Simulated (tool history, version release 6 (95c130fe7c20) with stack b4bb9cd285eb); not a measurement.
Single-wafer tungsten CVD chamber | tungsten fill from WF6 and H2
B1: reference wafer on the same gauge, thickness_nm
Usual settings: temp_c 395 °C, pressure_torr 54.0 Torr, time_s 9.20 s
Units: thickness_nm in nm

{"run": 1, "hour": 0.0, "temp_c": 395, "pressure_torr": 54.0, "time_s": 9.2, "B1": 32.708, "thickness_nm": 33.831}
{"run": 2, "hour": 104.7, "temp_c": 395, "pressure_torr": 47.2, "time_s": 9.2, "B1": 32.699, "thickness_nm": 31.426}
{"run": 3, "hour": 144.7, "temp_c": 390, "pressure_torr": 54.0, "time_s": 8.41, "B1": 32.72, "thickness_nm": 28.015}
{"run": 4, "hour": 228.8, "temp_c": 390, "pressure_torr": 54.0, "time_s": 8.41, "B1": 32.698, "thickness_nm": 28.056}
{"run": 5, "hour": 302.0, "temp_c": 390, "pressure_torr": 54.0, "time_s": 8.41, "B1": 32.72, "thickness_nm": 27.923}
{"run": 6, "hour": 363.8, "temp_c": 395, "pressure_torr": 54.0, "time_s": 9.2, "B1": 32.67, "thickness_nm": 34.015}
{"run": 7, "hour": 438.1, "temp_c": 384, "pressure_torr": 49.9, "time_s": 9.2, "B1": 32.707, "thickness_nm": 25.73}
{"run": 8, "hour": 505.4, "temp_c": 384, "pressure_torr": 49.9, "time_s": 9.2, "B1": 32.691, "thickness_nm": 25.704}
{"run": 9, "hour": 593.8, "temp_c": 384, "pressure_torr": 49.9, "time_s": 9.2, "B1": 32.687, "thickness_nm": 25.969}
{"run": 10, "hour": 669.7, "temp_c": 395, "pressure_torr": 54.0, "time_s": 9.2, "B1": 32.679, "thickness_nm": 33.983}
{"run": 11, "hour": 718.4, "temp_c": 395, "pressure_torr": 45.1, "time_s": 9.2, "B1": 32.69, "thickness_nm": 30.763}
{"hour": 800.6, "done": "thermocouple changed; heater temperature recalibrated"}
{"run": 12, "hour": 801.1, "temp_c": 384, "pressure_torr": 49.9, "time_s": 9.2, "B1": 32.706, "thickness_nm": 24.003}
{"run": 13, "hour": 894.8, "temp_c": 395, "pressure_torr": 54.0, "time_s": 10.2, "B1": 32.727, "thickness_nm": 35.926}
{"hour": 907.7, "done": "gauge calibrated"}
{"run": 14, "hour": 991.6, "temp_c": 395, "pressure_torr": 54.0, "time_s": 9.2, "B1": 32.699, "thickness_nm": 32.319}
{"run": 15, "hour": 1053.9, "temp_c": 395, "pressure_torr": 54.0, "time_s": 9.2, "B1": 32.707, "thickness_nm": 32.499}
{"hour": 1078.9, "done": "showerhead replaced"}
{"hour": 1107.7, "done": "capacitance manometer re-zeroed and calibrated"}
{"run": 16, "hour": 1147.9, "temp_c": 395, "pressure_torr": 64.1, "time_s": 9.2, "B1": 32.708, "thickness_nm": 35.854}
{"run": 17, "hour": 1247.8, "temp_c": 395, "pressure_torr": 54.0, "time_s": 10.84, "B1": 32.68, "thickness_nm": 38.894}
{"run": 18, "hour": 1330.3, "temp_c": 395, "pressure_torr": 54.0, "time_s": 9.78, "B1": 32.682, "thickness_nm": 34.816}
{"run": 19, "hour": 1379.8, "temp_c": 388, "pressure_torr": 66.3, "time_s": 10.84, "B1": 32.692, "thickness_nm": 37.189}
{"run": 20, "hour": 1451.0, "temp_c": 395, "pressure_torr": 54.0, "time_s": 10.27, "B1": 32.698, "thickness_nm": 37.11}
{"run": 21, "hour": 1502.1, "temp_c": 383, "pressure_torr": 54.0, "time_s": 8.55, "B1": 32.699, "thickness_nm": 23.693}

Forecast each of these 3 alternatives for the next run:
{"run": "A", "hour": 1502.5, "temp_c": 389, "pressure_torr": 54.0, "time_s": 9.2, "B1": "?", "thickness_nm": "?"}
{"run": "B", "hour": 1502.5, "temp_c": 391, "pressure_torr": 54.0, "time_s": 7.93, "B1": "?", "thickness_nm": "?"}
{"run": "C", "hour": 1502.5, "temp_c": 404, "pressure_torr": 54.0, "time_s": 9.2, "B1": "?", "thickness_nm": "?"}

run=A B1=32.714 thickness_nm=29.092
run=B B1=32.714 thickness_nm=26.181
run=C B1=32.714 thickness_nm=39.849
Without the tool's hidden state the same runs would have given:
run=A thickness_nm=28.330
run=B thickness_nm=25.515
run=C thickness_nm=38.914
